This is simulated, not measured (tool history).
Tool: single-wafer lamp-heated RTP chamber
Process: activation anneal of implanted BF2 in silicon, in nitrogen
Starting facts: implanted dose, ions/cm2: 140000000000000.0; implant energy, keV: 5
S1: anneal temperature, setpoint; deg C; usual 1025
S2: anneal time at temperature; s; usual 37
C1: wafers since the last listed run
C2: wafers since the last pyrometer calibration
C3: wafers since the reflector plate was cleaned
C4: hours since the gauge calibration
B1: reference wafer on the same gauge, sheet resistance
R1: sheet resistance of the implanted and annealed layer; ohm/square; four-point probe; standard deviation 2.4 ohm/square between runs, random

| run | day | S1 | S2 | C1 | C2 | C3 | C4 | B1 | R1 |
|---|---|---|---|---|---|---|---|---|---|
| 1 | 0.000 | 1047 | 32 | 0 | 6480 | 7747 | 2009.3 | 744.13 | 827.01 |
| 2 | 1.692 | 1025 | 37 | 718 | 7199 | 8466 | 2049.9 | 743.99 | 841.88 |
| 3 | 5.967 | 1025 | 37 | 1816 | 9016 | 10282 | 2152.5 | 744.24 | 843.98 |
| 4 | 9.646 | 1025 | 53 | 1563 | 10579 | 11846 | 2240.8 | 744.57 | 831.17 |
| 5 | 14.033 | 1016 | 37 | 1864 | 12443 | 13710 | 2346.1 | 743.99 | 853.19 |
|  | 15.125 | pyrometer window cleaned and pyrometer calibrated |
| 6 | 15.871 | 1016 | 37 | 639 | 316 | 14349 | 2390.2 | 744.40 | 856.06 |
|  | 17.717 | reflector plate cleaned |
| 7 | 18.200 | 1016 | 37 | 848 | 1164 | 206 | 2446.1 | 744.03 | 856.34 |
| 8 | 21.129 | 1005 | 37 | 1244 | 2409 | 1450 | 2516.4 | 744.23 | 867.65 |
|  | 32.608 | gauge calibrated |
| 9 | 33.808 | 1036 | 37 | 5387 | 7797 | 6838 | 28.8 | 744.12 | 834.79 |
| 10 | 41.000 | 1036 | 37 | 3055 | 10852 | 9894 | 201.4 | 744.03 | 835.56 |
|  | 43.121 | pyrometer window cleaned and pyrometer calibrated |
| 11 | 44.900 | 1036 | 37 | 1515 | 755 | 11409 | 295.0 | 744.35 | 833.48 |
| 12 | 48.788 | 1025 | 37 | 1651 | 2407 | 13061 | 388.3 | 744.18 | 846.08 |
|  | 51.371 | reflector plate cleaned |
| 13 | 51.708 | 1025 | 37 | 1099 | 3507 | 142 | 458.4 | 743.96 | 845.95 |
| 14 | 55.333 | 1025 | 37 | 1540 | 5047 | 1683 | 545.4 | 744.03 | 842.59 |
| 15 | 59.112 | 1004 | 26 | 1605 | 6653 | 3288 | 636.1 | 744.45 | 884.50 |
| 16 | 61.925 | 1054 | 51 | 1195 | 7848 | 4484 | 703.6 | 743.70 | 794.72 |
| 17 | 63.467 | 1051 | 29 | 655 | 8503 | 5139 | 740.6 | 744.27 | 824.78 |
| 18 | 67.296 | 1012 | 43 | 1627 | 10130 | 6766 | 832.5 | 743.59 | 853.03 |
| 19 | 71.538 | 1025 | 37 | 1802 | 11932 | 8568 | 934.3 | 744.37 | 844.65 |
| 20 | 74.558 | 1039 | 56 | 1283 | 13216 | 9852 | 1006.8 | 744.42 | 804.41 |
|  | 75.217 | pyrometer window cleaned and pyrometer calibrated |
| 21 | 78.483 | 1002 | 28 | 1526 | 1387 | 11378 | 1101.0 | 744.30 | 882.82 |
| 22 | 82.375 | 1025 | 53 | 1653 | 3041 | 13031 | 1194.4 | 743.57 | 830.70 |
|  | 84.142 | reflector plate cleaned |
| 23 | 84.504 | 996 | 37 | 763 | 3804 | 154 | 1245.5 | 743.92 | 879.93 |
| 24 | 87.912 | 1010 | 44 | 1448 | 5252 | 1602 | 1327.3 | 743.43 | 855.01 |
| 25 | 91.546 | 1025 | 57 | 1543 | 6796 | 3146 | 1414.5 | 744.17 | 822.45 |
| 26 | 94.362 | 1034 | 22 | 1196 | 7993 | 4343 | 1482.1 | 743.69 | 859.10 |
| 27 | 96.529 | 1015 | 16 | 920 | 8914 | 5264 | 1534.1 | 744.02 | 891.13 |
| 28 | 100.721 | 1025 | 37 | 1781 | 10695 | 7045 | 1634.7 | 744.03 | 849.82 |
| 29 | 104.529 | 1011 | 51 | 1618 | 12313 | 8663 | 1726.1 | 744.34 | 849.13 |
| 30 | 106.821 | 1025 | 37 | 973 | 13287 | 9637 | 1781.1 | 744.25 | 843.13 |
|  | 108.188 | pyrometer window cleaned and pyrometer calibrated |
| 31 | 109.496 | 1003 | 18 | 995 | 555 | 10632 | 1845.3 | 744.47 | 899.19 |
| 32 | 112.954 | 1017 | 19 | 1469 | 2024 | 12101 | 1928.3 | 744.31 | 879.08 |
| 33 | 115.267 | 1025 | 55 | 982 | 3007 | 13084 | 1983.8 | 743.56 | 822.05 |
| 34 | 118.767 | 1037 | 45 | 1487 | 4494 | 14571 | 2067.8 | 743.75 | 821.90 |
|  | 119.104 | reflector plate cleaned |
| 35 | 122.233 | 1025 | 21 | 1331 | 5826 | 1328 | 2151.0 | 743.72 | 871.36 |
| 36 | 125.383 | 1025 | 37 | 1338 | 7164 | 2667 | 2226.6 | 744.05 | 846.52 |

Entry by entry between the runs, the difference in hidden state between the last listed run before and the first listed run after:
In the gap between runs 5 and 6: pyrometer window cleaned and pyrometer calibrated (day 15.125)
  no difference in the tool's unlogged condition between these two runs
In the gap between runs 6 and 7: reflector plate cleaned (day 17.717)
  no difference in the tool's unlogged condition between these two runs
In the gap between runs 8 and 9: gauge calibrated (day 32.608)
  no difference in the tool's unlogged condition between these two runs
In the gap between runs 10 and 11: pyrometer window cleaned and pyrometer calibrated (day 43.121)
  no difference in the tool's unlogged condition between these two runs
In the gap between runs 12 and 13: reflector plate cleaned (day 51.371)
  no difference in the tool's unlogged condition between these two runs
In the gap between runs 20 and 21: pyrometer window cleaned and pyrometer calibrated (day 75.217)
  no difference in the tool's unlogged condition between these two runs
In the gap between runs 22 and 23: reflector plate cleaned (day 84.142)
  no difference in the tool's unlogged condition between these two runs
In the gap between runs 30 and 31: pyrometer window cleaned and pyrometer calibrated (day 108.188)
  no difference in the tool's unlogged condition between these two runs
In the gap between runs 34 and 35: reflector plate cleaned (day 119.104)
  no difference in the tool's unlogged condition between these two runs
